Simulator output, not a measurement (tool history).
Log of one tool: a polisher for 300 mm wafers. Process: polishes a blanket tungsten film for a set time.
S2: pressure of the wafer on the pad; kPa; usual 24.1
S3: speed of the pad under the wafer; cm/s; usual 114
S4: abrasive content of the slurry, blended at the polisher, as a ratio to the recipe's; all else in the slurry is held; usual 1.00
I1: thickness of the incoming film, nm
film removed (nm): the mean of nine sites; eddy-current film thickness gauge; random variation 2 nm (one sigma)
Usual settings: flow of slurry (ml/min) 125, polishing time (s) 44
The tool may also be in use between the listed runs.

{"run": 1, "hour": 0.0, "flow of slurry (ml/min)": 125, "S2": 24.1, "S3": 114, "S4": 1.0, "polishing time (s)": 47, "I1": 781.3, "film removed (nm)": 231.1}
{"run": 2, "hour": 50.1, "flow of slurry (ml/min)": 125, "S2": 24.1, "S3": 114, "S4": 1.0, "polishing time (s)": 47, "I1": 776.4, "film removed (nm)": 225.8}
{"run": 3, "hour": 87.0, "flow of slurry (ml/min)": 125, "S2": 24.1, "S3": 114, "S4": 1.0, "polishing time (s)": 47, "I1": 764.0, "film removed (nm)": 223.4}
{"hour": 120.9, "done": "slurry nozzle cleaned"}
{"run": 4, "hour": 124.9, "flow of slurry (ml/min)": 125, "S2": 19.3, "S3": 114, "S4": 1.0, "polishing time (s)": 44, "I1": 768.6, "film removed (nm)": 170.4}
{"run": 5, "hour": 166.4, "flow of slurry (ml/min)": 125, "S2": 24.1, "S3": 144, "S4": 1.0, "polishing time (s)": 48, "I1": 763.1, "film removed (nm)": 289.8}
{"run": 6, "hour": 219.3, "flow of slurry (ml/min)": 170, "S2": 24.1, "S3": 114, "S4": 1.0, "polishing time (s)": 52, "I1": 778.9, "film removed (nm)": 261.7}
{"hour": 232.1, "done": "worn pad replaced by a new one"}
{"hour": 282.5, "done": "slurry blender recalibrated"}
{"run": 7, "hour": 288.5, "flow of slurry (ml/min)": 125, "S2": 24.1, "S3": 114, "S4": 1.0, "polishing time (s)": 44, "I1": 781.0, "film removed (nm)": 217.9}
{"run": 8, "hour": 334.1, "flow of slurry (ml/min)": 125, "S2": 21.4, "S3": 134, "S4": 0.8, "polishing time (s)": 50, "I1": 765.2, "film removed (nm)": 248.9}
{"run": 9, "hour": 359.0, "flow of slurry (ml/min)": 125, "S2": 24.1, "S3": 114, "S4": 1.0, "polishing time (s)": 47, "I1": 775.0, "film removed (nm)": 237.5}
{"run": 10, "hour": 391.9, "flow of slurry (ml/min)": 85, "S2": 24.1, "S3": 114, "S4": 1.0, "polishing time (s)": 44, "I1": 764.2, "film removed (nm)": 194.7}
{"hour": 409.9, "done": "slurry tank refilled with fresh slurry and peroxide"}
{"hour": 416.7, "done": "head pressure recalibrated"}
{"run": 11, "hour": 445.7, "flow of slurry (ml/min)": 125, "S2": 24.1, "S3": 114, "S4": 0.75, "polishing time (s)": 44, "I1": 773.7, "film removed (nm)": 203.4}
{"run": 12, "hour": 599.6, "flow of slurry (ml/min)": 165, "S2": 24.1, "S3": 114, "S4": 1.0, "polishing time (s)": 49, "I1": 770.0, "film removed (nm)": 246.1}
{"hour": 648.2, "done": "worn pad replaced by a new one"}
{"run": 13, "hour": 661.4, "flow of slurry (ml/min)": 125, "S2": 24.1, "S3": 90, "S4": 1.0, "polishing time (s)": 44, "I1": 772.1, "film removed (nm)": 163.4}
{"run": 14, "hour": 686.3, "flow of slurry (ml/min)": 140, "S2": 24.1, "S3": 114, "S4": 0.9, "polishing time (s)": 44, "I1": 784.9, "film removed (nm)": 207.0}
{"hour": 689.7, "done": "slurry nozzle cleaned"}
{"run": 15, "hour": 742.3, "flow of slurry (ml/min)": 125, "S2": 24.1, "S3": 114, "S4": 1.0, "polishing time (s)": 44, "I1": 777.6, "film removed (nm)": 204.4}
{"hour": 747.7, "done": "slurry blender recalibrated"}
{"run": 16, "hour": 778.6, "flow of slurry (ml/min)": 125, "S2": 24.1, "S3": 114, "S4": 1.0, "polishing time (s)": 44, "I1": 781.1, "film removed (nm)": 215.6}
{"run": 17, "hour": 841.0, "flow of slurry (ml/min)": 125, "S2": 24.1, "S3": 114, "S4": 1.0, "polishing time (s)": 44, "I1": 763.1, "film removed (nm)": 218.4}
{"run": 18, "hour": 889.9, "flow of slurry (ml/min)": 125, "S2": 24.1, "S3": 114, "S4": 1.0, "polishing time (s)": 55, "I1": 759.7, "film removed (nm)": 268.0}
{"hour": 907.4, "done": "slurry tank refilled with fresh slurry and peroxide"}
{"run": 19, "hour": 944.3, "flow of slurry (ml/min)": 125, "S2": 24.1, "S3": 134, "S4": 1.2, "polishing time (s)": 44, "I1": 754.9, "film removed (nm)": 262.1}
{"run": 20, "hour": 972.2, "flow of slurry (ml/min)": 170, "S2": 24.1, "S3": 154, "S4": 1.0, "polishing time (s)": 44, "I1": 760.4, "film removed (nm)": 304.1}

Run 21 comes next. What will it give?
{"run": 21, "hour": 1001.9, "flow of slurry (ml/min)": 125, "S2": 24.1, "S3": 114, "S4": 1.0, "polishing time (s)": 44, "I1": 773.8, "film removed (nm)": "?"}

{"run 21": {"film removed (nm)": 210.9}}
Without the tool's hidden state the same run would have given film removed (nm) 220.3.

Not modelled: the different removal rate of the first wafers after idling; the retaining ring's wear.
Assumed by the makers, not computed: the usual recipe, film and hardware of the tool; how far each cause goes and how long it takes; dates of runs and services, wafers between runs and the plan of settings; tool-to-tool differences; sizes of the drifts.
